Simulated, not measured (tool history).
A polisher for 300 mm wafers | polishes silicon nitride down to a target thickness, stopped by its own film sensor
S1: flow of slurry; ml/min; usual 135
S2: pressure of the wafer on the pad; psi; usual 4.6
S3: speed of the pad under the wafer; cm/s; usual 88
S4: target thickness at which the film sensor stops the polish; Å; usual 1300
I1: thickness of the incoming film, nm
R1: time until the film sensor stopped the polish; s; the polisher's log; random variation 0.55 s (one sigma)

run   hour   S1   S2   S3    S4     I1    R1
  1      0  135  4.6   88  1300  235.6    49
  2   12.5  135  4.6   88  1040  239.7  64.5
      22.4  -- worn pad replaced by a new one
  3   22.9  135  4.6   88  1440  241.4    45
  4   47.9  135  4.6   88  1300  235.6  49.2
  5   54.2  135  4.6   88  1300  239.8  52.4
  6   65.8  135  4.6   88  1300  238.6  51.3
      80.5  -- worn pad replaced by a new one
  7  109.5  135  4.6   74  1300  241.4  61.4
  8  123.1  135  4.6   74  1300  242.2  62.7
  9  134.5  135  4.6   74  1300  243.6  63.5
     140.3  -- worn pad replaced by a new one
 10  144.5  135  4.6  108  1300  245.3    48
 11  153.1  135  4.6  108  1300  236.6  43.9
 12  170.7  135  5.5   80  1040  236.5  60.1
 13  179.7  100  4.6  116  1300    241  49.1
     198.2  -- worn pad replaced by a new one
 14  198.7  135  4.6   88  1300  238.2    55
 15  209.1  135  3.1   88  1600  235.1  56.8
     211.3  -- head pressure recalibrated
     217.5  -- slurry nozzle cleaned
 16    218  135  3.3   88  1300  239.1  67.1
 17  233.4  175  5.3  110  1520  244.3  27.8
 18  245.5  135  4.6   88  1300  237.1  48.4
 19  253.5  155  5.5   76  1540  245.1  37.6
     259.4  -- worn pad replaced by a new one
 20  265.3  135  5.7   98  1450  244.7    33
 21  278.3  135  4.6   88  1300  236.6  48.7
 22    291  135  4.6   88  1300  239.6    50

Forecast each of these 5 alternatives for the next run:
  A  291.4  135  4.6   88  1300  240.7   ?
  B  291.4  135  6.1   88  1440  240.7   ?
  C  291.4  135  4.6  104  1300  240.7   ?
  D  291.4  155  3.5   68  1300  240.7   ?
  E  291.4  135  3.1   66  1300  240.7   ?

run    R1
  A  50.1
  B    33
  C  43.9
  D  78.9
  E  93.6
Without the tool's hidden state the same runs would have given:
run    R1
  A  48.9
  B  32.2
  C  42.8
  D  77.1
  E  91.3
